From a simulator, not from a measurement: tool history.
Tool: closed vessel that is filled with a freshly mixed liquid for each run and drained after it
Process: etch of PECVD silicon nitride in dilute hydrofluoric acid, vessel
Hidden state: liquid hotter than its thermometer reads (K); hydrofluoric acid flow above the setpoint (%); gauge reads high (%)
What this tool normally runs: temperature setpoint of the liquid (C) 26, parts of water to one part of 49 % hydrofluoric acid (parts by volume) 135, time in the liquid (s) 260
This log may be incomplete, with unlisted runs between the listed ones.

run   hour  temperature setpoint of the liquid (C)  parts of water to one part of 49 % hydrofluoric acid (parts by volume)  time in the liquid (s)  wafers since the last listed run  hours since the thermometer was replaced  hours since the hydrofluoric acid flow meter was replaced  hours since the gauge calibration  read-back film thickness of the PECVD silicon nitride reference wafer, read on the same gauge (nm)  thickness taken off the PECVD silicon nitride on a monitor wafer (angstrom)
  1      0                                      26                                                                     135                     260                                 0                                    2487.8                                                      845.5                              322.4                                                                                              119.99                                                                         92.5
  2   35.9                                    28.5                                                                     135                     260                              4260                                    2523.7                                                      881.4                              358.3                                                                                              120.03                                                                        108.4
      49.3  -- thermometer replaced
  3   56.5                                      26                                                                     160                     260                              2326                                       7.2                                                        902                              378.9                                                                                              119.97                                                                         78.5
  4   77.3                                    29.5                                                                     120                     260                              2468                                        28                                                      922.8                              399.7                                                                                              120.03                                                                        130.3
  5   89.3                                      28                                                                     135                     260                              1424                                        40                                                      934.8                              411.7                                                                                              119.99                                                                        105.3
  6  107.2                                      28                                                                     135                     260                              2124                                      57.9                                                      952.7                              429.6                                                                                              120.01                                                                        105.2
  7  130.4                                      28                                                                     135                     260                              2753                                      81.1                                                      975.9                              452.8                                                                                              120.05                                                                          105
  8  152.4                                      26                                                                     155                     305                              2610                                     103.1                                                      997.9                              474.8                                                                                              120.04                                                                         94.6
  9  169.6                                      26                                                                     155                     305                              2041                                     120.3                                                     1015.1                                492                                                                                              120.01                                                                         94.8
 10  202.9                                      26                                                                     135                     260                              3952                                     153.6                                                     1048.4                              525.3                                                                                              120.01                                                                         92.3
 11    233                                    29.5                                                                      65                     400                              3572                                     183.7                                                     1078.5                              555.4                                                                                              119.97                                                                        372.8
 12    268                                    29.5                                                                      75                     260                              4153                                     218.7                                                     1113.5                              590.4                                                                                              120.04                                                                        209.7
     274.6  -- hydrofluoric acid flow meter replaced
 13  347.6                                    28.5                                                                     180                     165                              9328                                     298.3                                                         73                                670                                                                                                 120                                                                         50.3
 14  370.9                                    22.5                                                                      95                     260                              2765                                     321.6                                                       96.3                              693.3                                                                                                 120                                                                        103.2
 15  401.9                                    30.5                                                                     100                     260                              3679                                     352.6                                                      127.3                              724.3                                                                                              120.01                                                                        163.6
 16  426.3                                      26                                                                     100                     185                              2895                                       377                                                      151.7                              748.7                                                                                              119.97                                                                         87.4
 17  438.7                                      26                                                                     135                     260                              1471                                     389.4                                                      164.1                              761.1                                                                                              119.98                                                                         91.3
 18  459.8                                      26                                                                      75                     200                              2504                                     410.5                                                      185.2                              782.2                                                                                              120.03                                                                        126.1
 19  477.6                                      30                                                                     135                     260                              2112                                     428.3                                                        203                                800                                                                                              120.01                                                                        117.5
       509  -- gauge calibrated
 20  514.6                                      31                                                                     185                     365                              4391                                     465.3                                                        240                                5.6                                                                                              120.01                                                                        127.6
 21  596.7                                      26                                                                     135                     260                              9743                                     547.4                                                      322.1                               87.7                                                                                              119.98                                                                         92.2
 22  615.7                                    30.5                                                                     135                     260                              2254                                     566.4                                                      341.1                              106.7                                                                                              120.06                                                                        120.8
 23    638                                    23.5                                                                     135                     190                              2646                                     588.7                                                      363.4                                129                                                                                              120.03                                                                         57.1
 24  664.8                                    23.5                                                                      65                     260                              3180                                     615.5                                                      390.2                              155.8                                                                                              119.99                                                                        161.7
 25  759.1                                      22                                                                     135                     260                             11191                                     709.8                                                      484.5                              250.1                                                                                              120.01                                                                           71
 26  777.5                                    29.5                                                                      65                     400                              2183                                     728.2                                                      502.9                              268.5                                                                                              119.99                                                                        367.9
 27  808.2                                      26                                                                     135                     260                              3643                                     758.9                                                      533.6                              299.2                                                                                              119.99                                                                         92.2
 28  836.3                                    22.5                                                                      85                     415                              3334                                       787                                                      561.7                              327.3                                                                                              119.97                                                                          185
 29  853.4                                    21.5                                                                     135                     260                              2029                                     804.1                                                      578.8                              344.4                                                                                                 120                                                                         68.9
 30    884                                      26                                                                     135                     260                              3631                                     834.7                                                      609.4                                375                                                                                              120.01                                                                         92.1
 31  902.4                                      24                                                                     135                     320                              2183                                     853.1                                                      627.8                              393.4                                                                                              119.99                                                                         99.7
 32  933.6                                      23                                                                     170                     385                              3702                                     884.3                                                        659                              424.6                                                                                              120.02                                                                         89.7

Across each entry between runs, compare the hidden state at the last listed run before it with the hidden state at the first listed run after it:
In the gap between runs 2 and 3: thermometer replaced (hour 49.3)
  hydrofluoric acid flow above the setpoint (%): 1.82 -> 1.86
  measured value less the no-hidden-state value, thickness taken off the PECVD silicon nitride on a monitor wafer (angstrom): +2 -> +1.5
In the gap between runs 12 and 13: hydrofluoric acid flow meter replaced (hour 274.6)
  hydrofluoric acid flow above the setpoint (%): 2.29 -> 0.327
  measured value less the no-hidden-state value, thickness taken off the PECVD silicon nitride on a monitor wafer (angstrom): +4.7 -> +0.2
In the gap between runs 19 and 20: gauge calibrated (hour 509)
  hydrofluoric acid flow above the setpoint (%): 0.592 -> 0.667
  measured value less the no-hidden-state value, thickness taken off the PECVD silicon nitride on a monitor wafer (angstrom): +0.7 -> +0.9

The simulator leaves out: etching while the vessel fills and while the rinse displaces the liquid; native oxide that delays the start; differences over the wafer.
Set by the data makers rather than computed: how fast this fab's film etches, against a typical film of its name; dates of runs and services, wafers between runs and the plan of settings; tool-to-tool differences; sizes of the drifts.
